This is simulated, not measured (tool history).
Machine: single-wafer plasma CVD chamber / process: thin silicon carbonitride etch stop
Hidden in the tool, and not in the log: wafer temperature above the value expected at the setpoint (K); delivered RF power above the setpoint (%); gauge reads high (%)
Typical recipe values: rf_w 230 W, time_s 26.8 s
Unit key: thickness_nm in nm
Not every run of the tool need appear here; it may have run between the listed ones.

run	hour	rf_w	time_s	wafers since the last listed run	hours since the last thermocouple change	hours since the last RF generator calibration	hours since the showerhead was replaced	hours since the gauge calibration	read-back reference wafer on the same gauge, thickness_nm	thickness_nm
1	0	215	26.8	0	1199.9	1885.2	3340.9	980.2	18.303	14.755
2	58.7	230	26.8	1489	1258.6	1943.9	3399.6	1038.9	18.281	15.021
3	129.7	230	26.8	1801	1329.6	2014.9	3470.6	1109.9	18.313	14.978
4	181.4	230	26.8	1312	1381.3	2066.6	3522.3	1161.6	18.304	15.004
5	205.5	230	26.8	611	1405.4	2090.7	3546.4	1185.7	18.286	14.988
# hour 259.4: thermocouple changed; heater temperature recalibrated
6	259.9	230	26.8	1177	0.5	2145.1	3600.8	1240.1	18.288	14.94
7	348.1	230	26.8	2238	88.7	2233.3	3689	1328.3	18.301	14.933
8	403.2	200	26.8	1398	143.8	2288.4	3744.1	1383.4	18.293	14.436
9	435.6	200	26.8	822	176.2	2320.8	3776.5	1415.8	18.293	14.447
10	507.5	200	26.8	1824	248.1	2392.7	3848.4	1487.7	18.303	14.434
11	559.1	260	30	1309	299.7	2444.3	3900	1539.3	18.294	17.09
12	604.7	230	28.5	1157	345.3	2489.9	3945.6	1584.9	18.286	15.882
# hour 611.1: gauge calibrated
13	648.7	230	28.5	1116	389.3	2533.9	3989.6	37.6	18.305	15.876
14	712.5	230	26.8	1619	453.1	2597.7	4053.4	101.4	18.296	14.877
# hour 733.5: RF generator calibrated
15	769.8	210	26.8	1251	510.4	36.3	4110.7	158.7	18.325	14.831
16	809.6	230	32.1	1010	550.2	76.1	4150.5	198.5	18.302	18.274
17	862.9	260	26.8	1352	603.5	129.4	4203.8	251.8	18.314	15.654
18	929.9	230	32	1700	670.5	196.4	4270.8	318.8	18.302	18.251
19	991.6	230	26.8	1565	732.2	258.1	4332.5	380.5	18.313	15.301
20	1022.5	250	22.4	784	763.1	289	4363.4	411.4	18.292	12.913
# hour 1056.4: showerhead replaced
21	1056.9	230	26.8	669	797.5	323.4	0.5	445.8	18.296	15.219
22	1096.4	275	28.4	1002	837	362.9	40	485.3	18.302	16.765
23	1166.8	260	21.9	1786	907.4	433.3	110.4	555.7	18.307	12.792
24	1191.3	230	26.8	621	931.9	457.8	134.9	580.2	18.307	15.241
25	1223.6	230	26.8	819	964.2	490.1	167.2	612.5	18.306	15.222
26	1263.9	190	22.1	1022	1004.5	530.4	207.5	652.8	18.297	11.898
27	1291.9	230	22.9	710	1032.5	558.4	235.5	680.8	18.3	12.955
28	1343	270	28.7	1296	1083.6	609.5	286.6	731.9	18.302	16.971
29	1412.8	230	26.8	1771	1153.4	679.3	356.4	801.7	18.31	15.185
30	1477	230	26.8	1629	1217.6	743.5	420.6	865.9	18.304	15.124
31	1534.2	255	22.5	1451	1274.8	800.7	477.8	923.1	18.285	13.16
32	1570.4	210	28.7	918	1311	836.9	514	959.3	18.305	15.895
33	1595.2	230	26.8	629	1335.8	861.7	538.8	984.1	18.282	15.15
34	1634	230	26.8	984	1374.6	900.5	577.6	1022.9	18.297	15.083
35	1671.9	205	28.9	961	1412.5	938.4	615.5	1060.8	18.298	15.931

How would selected steps in thickness_nm from run to run divide? Give the signed amount a tool lacking its hidden state would still show from settings, what came in and random variation, and the signed amount left for the hidden state, including any gauge scatter that is not in both of the compared results.
Run 6 -> 7: no setting changed, nothing entered. thickness_nm -0.007 nm: hidden state -0.02, all else +0.013.
Run 10 -> 11: rf_w 200 -> 260, time_s 26.8 -> 30. thickness_nm +2.656 nm: hidden state -0.073, all else +2.729.
Run 14 -> 15: rf_w 230 -> 210, RF generator calibrated. thickness_nm -0.046 nm: hidden state +0.354, all else -0.4.
Run 15 -> 16: rf_w 210 -> 230, time_s 26.8 -> 32.1. thickness_nm +3.443 nm: hidden state -0.005, all else +3.448.
Run 22 -> 23: rf_w 275 -> 260, time_s 28.4 -> 21.9. thickness_nm -3.973 nm: hidden state +0.005, all else -3.978.
Run 27 -> 28: rf_w 230 -> 270, time_s 22.9 -> 28.7. thickness_nm +4.016 nm: hidden state -0.013, all else +4.029.

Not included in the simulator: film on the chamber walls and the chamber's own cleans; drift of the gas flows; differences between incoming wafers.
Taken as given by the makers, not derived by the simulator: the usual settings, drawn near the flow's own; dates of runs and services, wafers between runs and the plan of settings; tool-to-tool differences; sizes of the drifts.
